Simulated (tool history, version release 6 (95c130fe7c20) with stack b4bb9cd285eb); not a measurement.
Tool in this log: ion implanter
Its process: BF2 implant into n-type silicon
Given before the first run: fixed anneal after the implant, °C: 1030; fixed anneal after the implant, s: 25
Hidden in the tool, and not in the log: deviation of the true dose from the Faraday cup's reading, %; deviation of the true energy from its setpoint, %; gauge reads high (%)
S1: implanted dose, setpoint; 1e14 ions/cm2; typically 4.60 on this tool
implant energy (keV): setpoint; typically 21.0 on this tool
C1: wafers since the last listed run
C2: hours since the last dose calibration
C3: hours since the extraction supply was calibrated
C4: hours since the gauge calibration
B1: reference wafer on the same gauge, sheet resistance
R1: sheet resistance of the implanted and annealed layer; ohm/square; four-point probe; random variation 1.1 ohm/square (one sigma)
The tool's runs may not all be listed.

Run 1, day 0.000: usual settings but S1 3.57 1e14 ions/cm2; C1 0; C2 685.9; C3 2982.4; C4 104.2; B1 325.95. Result: R1 366.11 ohm/square.
Run 2, day 4.329: usual settings but S1 3.57 1e14 ions/cm2; C1 1398; C2 789.8; C3 3086.3; C4 208.1; B1 326.17. Result: R1 369.47 ohm/square.
At day 5.483: Faraday cup replaced and dose calibrated.
Run 3, day 6.267: usual settings but S1 4.20 1e14 ions/cm2, implant energy (keV) 24.0; C1 518; C2 18.8; C3 3132.8; C4 254.6; B1 326.00. Result: R1 307.52 ohm/square.
Run 4, day 10.742: usual settings but S1 4.20 1e14 ions/cm2, implant energy (keV) 24.0; C1 1445; C2 126.2; C3 3240.2; C4 362.0; B1 326.00. Result: R1 309.60 ohm/square.
Run 5, day 14.183: usual settings but S1 4.20 1e14 ions/cm2, implant energy (keV) 24.0; C1 1111; C2 208.8; C3 3322.8; C4 444.6; B1 325.92. Result: R1 310.86 ohm/square.
Run 6, day 17.496: usual settings but implant energy (keV) 24.0; C1 1069; C2 288.3; C3 3402.3; C4 524.1; B1 326.26. Result: R1 287.20 ohm/square.
Run 7, day 20.354: usual settings but implant energy (keV) 24.0; C1 923; C2 356.9; C3 3470.9; C4 592.7; B1 325.84. Result: R1 289.45 ohm/square.
Run 8, day 27.375: usual settings but implant energy (keV) 24.0; C1 2267; C2 525.4; C3 3639.4; C4 761.2; B1 325.95. Result: R1 290.71 ohm/square.
Run 9, day 31.333: usual settings; C1 1278; C2 620.4; C3 3734.4; C4 856.2; B1 326.44. Result: R1 295.56 ohm/square.
Run 10, day 34.008: usual settings; C1 864; C2 684.6; C3 3798.6; C4 920.4; B1 325.60. Result: R1 294.01 ohm/square.
Run 11, day 37.125: usual settings; C1 1006; C2 759.4; C3 3873.4; C4 995.2; B1 326.25. Result: R1 295.42 ohm/square.
At day 39.946: Faraday cup replaced and dose calibrated.
Run 12, day 41.067: usual settings; C1 1165; C2 26.9; C3 3968.0; C4 1089.8; B1 325.90. Result: R1 291.08 ohm/square.
Run 13, day 43.179: usual settings; C1 682; C2 77.6; C3 4018.7; C4 1140.5; B1 326.15. Result: R1 295.49 ohm/square.
Run 14, day 47.346: usual settings; C1 1345; C2 177.6; C3 4118.7; C4 1240.5; B1 326.14. Result: R1 294.70 ohm/square.
Run 15, day 50.062: usual settings but implant energy (keV) 18.0; C1 877; C2 242.8; C3 4183.9; C4 1305.7; B1 326.09. Result: R1 299.99 ohm/square.
Run 16, day 53.025: usual settings but implant energy (keV) 18.0; C1 956; C2 313.9; C3 4255.0; C4 1376.8; B1 326.08. Result: R1 300.63 ohm/square.
Run 17, day 55.633: usual settings; C1 842; C2 376.5; C3 4317.6; C4 1439.4; B1 326.09. Result: R1 296.42 ohm/square.
Run 18, day 59.704: usual settings; C1 1314; C2 474.2; C3 4415.3; C4 1537.1; B1 326.08. Result: R1 296.04 ohm/square.
Run 19, day 62.479: usual settings but S1 4.05 1e14 ions/cm2, implant energy (keV) 28.5; C1 896; C2 540.8; C3 4481.9; C4 1603.7; B1 325.96. Result: R1 319.60 ohm/square.
Run 20, day 65.625: usual settings but S1 3.71 1e14 ions/cm2, implant energy (keV) 25.0; C1 1016; C2 616.3; C3 4557.4; C4 1679.2; B1 326.11. Result: R1 350.70 ohm/square.
Run 21, day 67.475: usual settings but S1 5.10 1e14 ions/cm2, implant energy (keV) 24.0; C1 597; C2 660.7; C3 4601.8; C4 1723.6; B1 326.18. Result: R1 269.26 ohm/square.
Run 22, day 70.800: usual settings; C1 1073; C2 740.5; C3 4681.6; C4 1803.4; B1 325.50. Result: R1 296.69 ohm/square.
At day 71.954: Faraday cup replaced and dose calibrated.
Run 23, day 74.921: usual settings; C1 1223; C2 71.2; C3 4780.5; C4 1902.3; B1 326.04. Result: R1 292.54 ohm/square.
Run 24, day 78.833: usual settings but S1 5.75 1e14 ions/cm2, implant energy (keV) 28.0; C1 1263; C2 165.1; C3 4874.4; C4 1996.2; B1 325.92. Result: R1 236.05 ohm/square.
Run 25, day 80.742: usual settings but S1 5.91 1e14 ions/cm2, implant energy (keV) 15.5; C1 616; C2 210.9; C3 4920.2; C4 2042.0; B1 325.86. Result: R1 255.34 ohm/square.
Run 26, day 83.696: usual settings; C1 954; C2 281.8; C3 4991.1; C4 2112.9; B1 325.74. Result: R1 293.23 ohm/square.
Run 27, day 87.721: usual settings but S1 3.62 1e14 ions/cm2, implant energy (keV) 26.0; C1 1300; C2 378.4; C3 5087.7; C4 2209.5; B1 325.68. Result: R1 353.75 ohm/square.
At day 97.883: gauge calibrated.
Run 28, day 100.229: usual settings; C1 4040; C2 678.6; C3 5387.9; C4 56.3; B1 326.18. Result: R1 294.95 ohm/square.
Run 29, day 102.992: usual settings but S1 3.81 1e14 ions/cm2, implant energy (keV) 26.0; C1 892; C2 744.9; C3 5454.2; C4 122.6; B1 326.29. Result: R1 338.28 ohm/square.
At day 104.354: extraction supply calibrated.
At day 104.412: Faraday cup replaced and dose calibrated.
Run 30, day 105.875: usual settings but S1 3.80 1e14 ions/cm2; C1 804; C2 35.1; C3 36.5; C4 191.8; B1 325.54. Result: R1 342.53 ohm/square.
Run 31, day 109.708: usual settings but S1 5.28 1e14 ions/cm2, implant energy (keV) 25.5; C1 1238; C2 127.1; C3 128.5; C4 283.8; B1 325.91. Result: R1 255.06 ohm/square.
Run 32, day 112.721: usual settings; C1 973; C2 199.4; C3 200.8; C4 356.1; B1 326.04. Result: R1 294.51 ohm/square.
Run 33, day 116.242: usual settings but S1 5.94 1e14 ions/cm2, implant energy (keV) 28.0; C1 1137; C2 283.9; C3 285.3; C4 440.6; B1 326.36. Result: R1 230.64 ohm/square.
Run 34, day 120.658: usual settings but S1 3.29 1e14 ions/cm2; C1 1426; C2 389.9; C3 391.3; C4 546.6; B1 326.06. Result: R1 393.98 ohm/square.
Run 35, day 124.833: usual settings but S1 3.40 1e14 ions/cm2, implant energy (keV) 26.0; C1 1348; C2 490.1; C3 491.5; C4 646.8; B1 325.84. Result: R1 372.83 ohm/square.
Run 36, day 129.150: usual settings but S1 5.29 1e14 ions/cm2, implant energy (keV) 28.5; C1 1394; C2 593.7; C3 595.1; C4 750.4; B1 325.73. Result: R1 254.22 ohm/square.
Run 37, day 131.762: usual settings; C1 843; C2 656.4; C3 657.8; C4 813.1; B1 326.17. Result: R1 295.82 ohm/square.
Run 38, day 133.538: usual settings but S1 4.96 1e14 ions/cm2, implant energy (keV) 18.0; C1 573; C2 699.0; C3 700.4; C4 855.7; B1 325.90. Result: R1 283.59 ohm/square.

Below, each run's measurement less what the same run would have read without the hidden state. Both values contain the same run-to-run variation, but the gauge's scatter may not be the same in both:
run     R1
  1  +6.34
  2  +6.54
  3  -1.02
  4  +0.73
  5  +1.64
  6  +2.08
  7  +2.47
  8  +3.06
  9  +3.24
 10  +3.32
 11  +3.41
 12  +0.29
 13  +1.12
 14  +2.32
 15  +2.85
 16  +3.32
 17  +3.67
 18  +4.02
 19  +4.72
 20  +5.37
 21  +4.00
 22  +4.51
 23  +0.92
 24  +1.68
 25  +1.91
 26  +3.03
 27  +4.47
 28  +4.31
 29  +5.25
 30  +0.26
 31  +1.35
 32  +2.30
 33  +2.30
 34  +4.87
 35  +5.07
 36  +3.57
 37  +4.18
 38  +3.88

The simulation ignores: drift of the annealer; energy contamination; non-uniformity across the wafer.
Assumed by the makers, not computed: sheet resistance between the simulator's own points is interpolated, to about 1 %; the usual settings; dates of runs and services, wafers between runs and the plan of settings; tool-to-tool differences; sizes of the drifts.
